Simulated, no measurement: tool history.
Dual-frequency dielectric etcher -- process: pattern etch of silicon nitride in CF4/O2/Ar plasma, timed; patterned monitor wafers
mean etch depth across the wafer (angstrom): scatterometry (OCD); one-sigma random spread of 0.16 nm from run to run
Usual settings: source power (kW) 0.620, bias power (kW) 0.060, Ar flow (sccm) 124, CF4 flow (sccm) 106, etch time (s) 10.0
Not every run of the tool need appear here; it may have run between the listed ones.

| run | hour | source power (kW) | bias power (kW) | Ar flow (sccm) | CF4 flow (sccm) | etch time (s) | wafers since the last listed run | hours since the last wet clean | hours since the last source power generator calibration | hours since the last bias power generator calibration | hours since the last Ar flow controller change | hours since the last CF4 flow controller change | hours since the last upper electrode change | hours since the gauge calibration | read-back reference wafer on the same gauge, depth_nm | mean etch depth across the wafer (angstrom) |
|---|---|---|---|---|---|---|---|---|---|---|---|---|---|---|---|---|
| 1 | 0.0 | 0.620 | 0.060 | 124 | 126 | 10.0 | 0 | 0.5 | 1570.9 | 3623.0 | 3834.7 | 3279.1 | 4320.7 | 808.5 | 26.54 | 263.9 |
| 2 | 38.1 | 0.620 | 0.060 | 124 | 126 | 10.0 | 600 | 38.6 | 1609.0 | 3661.1 | 3872.8 | 3317.2 | 4358.8 | 846.6 | 26.48 | 264.8 |
| 3 | 76.0 | 0.620 | 0.060 | 124 | 106 | 10.0 | 597 | 76.5 | 1646.9 | 3699.0 | 3910.7 | 3355.1 | 4396.7 | 884.5 | 26.53 | 259.7 |
| 4 | 106.5 | 0.620 | 0.060 | 124 | 106 | 10.0 | 480 | 107.0 | 1677.4 | 3729.5 | 3941.2 | 3385.6 | 4427.2 | 915.0 | 26.51 | 260.3 |
|  | 128.1 | source power generator calibrated |
| 5 | 144.2 | 0.620 | 0.060 | 111 | 106 | 10.0 | 531 | 144.7 | 16.1 | 3767.2 | 3978.9 | 3423.3 | 4464.9 | 952.7 | 26.50 | 264.0 |
| 6 | 181.3 | 0.620 | 0.060 | 111 | 106 | 10.0 | 584 | 181.8 | 53.2 | 3804.3 | 4016.0 | 3460.4 | 4502.0 | 989.8 | 26.52 | 267.0 |
| 7 | 206.4 | 0.550 | 0.060 | 124 | 106 | 10.0 | 395 | 206.9 | 78.3 | 3829.4 | 4041.1 | 3485.5 | 4527.1 | 1014.9 | 26.52 | 248.0 |
|  | 231.9 | upper electrode replaced |
|  | 248.6 | Ar flow controller replaced |
| 8 | 260.1 | 0.620 | 0.047 | 124 | 127 | 7.0 | 373 | 260.6 | 132.0 | 3883.1 | 11.5 | 3539.2 | 28.2 | 1068.6 | 26.47 | 163.3 |
| 9 | 293.0 | 0.620 | 0.060 | 124 | 106 | 10.0 | 518 | 293.5 | 164.9 | 3916.0 | 44.4 | 3572.1 | 61.1 | 1101.5 | 26.59 | 267.1 |
| 10 | 362.1 | 0.620 | 0.060 | 143 | 87 | 11.5 | 1089 | 362.6 | 234.0 | 3985.1 | 113.5 | 3641.2 | 130.2 | 1170.6 | 26.54 | 300.8 |
| 11 | 433.5 | 0.620 | 0.060 | 124 | 106 | 10.0 | 1125 | 434.0 | 305.4 | 4056.5 | 184.9 | 3712.6 | 201.6 | 1242.0 | 26.53 | 270.1 |
|  | 451.4 | CF4 flow controller replaced |
| 12 | 469.9 | 0.620 | 0.060 | 124 | 106 | 10.0 | 479 | 470.4 | 341.8 | 4092.9 | 221.3 | 18.5 | 238.0 | 1278.4 | 26.47 | 270.9 |
|  | 470.3 | gauge calibrated |
|  | 499.7 | wet clean of the chamber |
| 13 | 511.6 | 0.620 | 0.060 | 124 | 106 | 11.0 | 279 | 11.9 | 383.5 | 4134.6 | 263.0 | 60.2 | 279.7 | 41.3 | 26.47 | 281.1 |
| 14 | 558.2 | 0.750 | 0.045 | 124 | 127 | 10.0 | 734 | 58.5 | 430.1 | 4181.2 | 309.6 | 106.8 | 326.3 | 87.9 | 26.47 | 245.7 |
|  | 573.1 | bias power generator calibrated |
| 15 | 615.7 | 0.620 | 0.060 | 108 | 106 | 8.0 | 843 | 116.0 | 487.6 | 42.6 | 367.1 | 164.3 | 383.8 | 145.4 | 26.52 | 210.7 |
| 16 | 665.6 | 0.620 | 0.049 | 124 | 121 | 11.5 | 786 | 165.9 | 537.5 | 92.5 | 417.0 | 214.2 | 433.7 | 195.3 | 26.52 | 272.4 |
| 17 | 701.8 | 0.700 | 0.045 | 115 | 106 | 10.0 | 570 | 202.1 | 573.7 | 128.7 | 453.2 | 250.4 | 469.9 | 231.5 | 26.47 | 237.3 |
| 18 | 732.2 | 0.540 | 0.075 | 124 | 84 | 10.0 | 479 | 232.5 | 604.1 | 159.1 | 483.6 | 280.8 | 500.3 | 261.9 | 26.51 | 268.9 |
| 19 | 767.5 | 0.770 | 0.060 | 124 | 106 | 10.0 | 556 | 267.8 | 639.4 | 194.4 | 518.9 | 316.1 | 535.6 | 297.2 | 26.47 | 298.7 |
| 20 | 811.8 | 0.470 | 0.048 | 124 | 115 | 10.0 | 698 | 312.1 | 683.7 | 238.7 | 563.2 | 360.4 | 579.9 | 341.5 | 26.53 | 202.7 |
| 21 | 855.3 | 0.620 | 0.060 | 154 | 106 | 10.0 | 685 | 355.6 | 727.2 | 282.2 | 606.7 | 403.9 | 623.4 | 385.0 | 26.53 | 263.1 |

Here are 4 independent what-if runs from the current tool condition. What would each one return?
| A | 855.7 | 0.620 | 0.060 | 124 | 106 | 10.0 | 6 | 356.0 | 727.6 | 282.6 | 607.1 | 404.3 | 623.8 | 385.4 | ? | ? |
| B | 855.7 | 0.620 | 0.052 | 147 | 120 | 9.0 | 6 | 356.0 | 727.6 | 282.6 | 607.1 | 404.3 | 623.8 | 385.4 | ? | ? |
| C | 855.7 | 0.560 | 0.060 | 124 | 106 | 10.0 | 6 | 356.0 | 727.6 | 282.6 | 607.1 | 404.3 | 623.8 | 385.4 | ? | ? |
| D | 855.7 | 0.620 | 0.049 | 124 | 98 | 10.0 | 6 | 356.0 | 727.6 | 282.6 | 607.1 | 404.3 | 623.8 | 385.4 | ? | ? |

| run | read-back reference wafer on the same gauge, depth_nm | mean etch depth across the wafer (angstrom) |
|---|---|---|
| A | 26.50 | 266.1 |
| B | 26.50 | 220.8 |
| C | 26.50 | 252.9 |
| D | 26.50 | 235.1 |
What these runs would have given with no unlogged condition in the tool:
| run | mean etch depth across the wafer (angstrom) |
|---|---|
| A | 256.0 |
| B | 212.4 |
| C | 243.3 |
| D | 226.1 |

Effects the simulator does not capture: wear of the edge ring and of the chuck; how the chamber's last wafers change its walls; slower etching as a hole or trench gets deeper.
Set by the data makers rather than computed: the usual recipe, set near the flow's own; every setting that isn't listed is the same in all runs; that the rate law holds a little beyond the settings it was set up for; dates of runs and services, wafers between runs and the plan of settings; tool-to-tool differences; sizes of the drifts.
